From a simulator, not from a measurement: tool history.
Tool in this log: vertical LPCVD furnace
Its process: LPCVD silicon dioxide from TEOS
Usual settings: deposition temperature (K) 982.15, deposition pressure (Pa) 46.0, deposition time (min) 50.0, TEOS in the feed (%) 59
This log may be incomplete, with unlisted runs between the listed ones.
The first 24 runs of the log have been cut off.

run,hour,deposition temperature (K),deposition pressure (Pa),deposition time (min),TEOS in the feed (%),"read-back reference wafer on the same gauge, thickness",film thickness on the monitor wafer in the middle of the boat (angstrom)
25,394.2,976.15,50.7,50.0,49,486.38,4002.7
26,411.7,978.15,36.0,68.0,48,486.39,4765.3
27,425.5,982.15,46.0,50.0,59,486.08,4806.1
28,437.4,974.15,46.0,65.5,59,485.63,5258.2
29,497.9,982.15,46.0,50.0,59,486.38,4831.7
30,508.6,982.15,46.0,50.0,59,486.37,4848.5
31,519.0,982.15,46.0,50.0,59,486.00,4816.3
32,530.1,982.15,46.0,50.0,59,486.06,4821.1

Predict each of these 3 candidate next runs independently; none follows another, all start after run 32:
A,535.2,982.15,46.0,50.0,59,?,?
B,535.2,976.15,49.3,50.0,67,?,?
C,535.2,979.15,46.0,58.5,59,?,?

run,"read-back reference wafer on the same gauge, thickness",film thickness on the monitor wafer in the middle of the boat (angstrom)
A,485.96,4818.3
B,485.96,4634.6
C,485.96,5264.2
With no hidden state in the tool, these same runs would have given:
run,film thickness on the monitor wafer in the middle of the boat (angstrom)
A,4661.4
B,4481.9
C,5091.7

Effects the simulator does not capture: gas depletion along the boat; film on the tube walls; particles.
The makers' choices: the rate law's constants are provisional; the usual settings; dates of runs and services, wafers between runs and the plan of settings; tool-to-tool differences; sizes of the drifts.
